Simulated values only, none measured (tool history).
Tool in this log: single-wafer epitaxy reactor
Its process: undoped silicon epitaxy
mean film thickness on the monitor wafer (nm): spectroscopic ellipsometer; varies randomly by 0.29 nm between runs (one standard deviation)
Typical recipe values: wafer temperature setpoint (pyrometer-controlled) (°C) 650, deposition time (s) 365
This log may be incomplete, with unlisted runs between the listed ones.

run,hour,wafer temperature setpoint (pyrometer-controlled) (°C),deposition time (s),wafers since the last listed run,hours since the last pyrometer calibration,hours since the gauge calibration,"read-back reference wafer on the same gauge, thickness_nm",mean film thickness on the monitor wafer (nm)
1,0.0,650,365,0,948.2,214.3,71.606,65.193
2,70.5,650,365,407,1018.7,284.8,71.655,65.186
3,118.5,661,365,277,1066.7,332.8,71.572,82.228
4,161.3,661,365,247,1109.5,375.6,71.616,81.493
5,231.8,650,365,407,1180.0,446.1,71.587,65.646
6,262.4,650,365,176,1210.6,476.7,71.598,65.116
7,299.2,650,365,212,1247.4,513.5,71.505,65.596
8,335.0,661,419,206,1283.2,549.3,71.701,94.220
9,371.7,650,365,212,1319.9,586.0,71.586,65.774
10,425.0,650,365,307,1373.2,639.3,71.644,65.791
11,477.6,650,365,303,1425.8,691.9,71.705,66.122
12,540.3,650,406,362,1488.5,754.6,71.694,73.756
13,581.2,650,365,236,1529.4,795.5,71.590,66.367
14,626.8,638,402,263,1575.0,841.1,71.763,56.720
# hour 678.8: pyrometer calibrated
15,693.0,645,413,336,14.2,907.3,71.554,65.438
16,729.1,639,335,208,50.3,943.4,71.553,46.909
17,768.7,654,425,228,89.9,983.0,71.747,81.840
18,830.2,658,334,355,151.4,1044.5,71.667,70.149
# hour 867.1: gauge calibrated
19,889.2,650,365,340,210.4,22.1,71.637,64.609
20,914.1,646,414,143,235.3,47.0,71.501,67.340
21,969.8,640,365,321,291.0,102.7,71.646,52.503
22,1021.4,659,365,298,342.6,154.3,71.684,77.812
23,1197.7,650,365,1018,518.9,330.6,71.558,64.948

What if the next run were any one of these 4? Each begins from the tool's condition after run 23:
A,1198.2,650,365,2,519.4,331.1,?,?
B,1198.2,656,394,2,519.4,331.1,?,?
C,1198.2,650,334,2,519.4,331.1,?,?
D,1198.2,658,335,2,519.4,331.1,?,?

run,"read-back reference wafer on the same gauge, thickness_nm",mean film thickness on the monitor wafer (nm)
A,71.607,64.566
B,71.607,78.971
C,71.607,59.082
D,71.607,69.977
With no hidden state in the tool, these same runs would have given:
run,mean film thickness on the monitor wafer (nm)
A,64.169
B,78.492
C,58.719
D,69.554
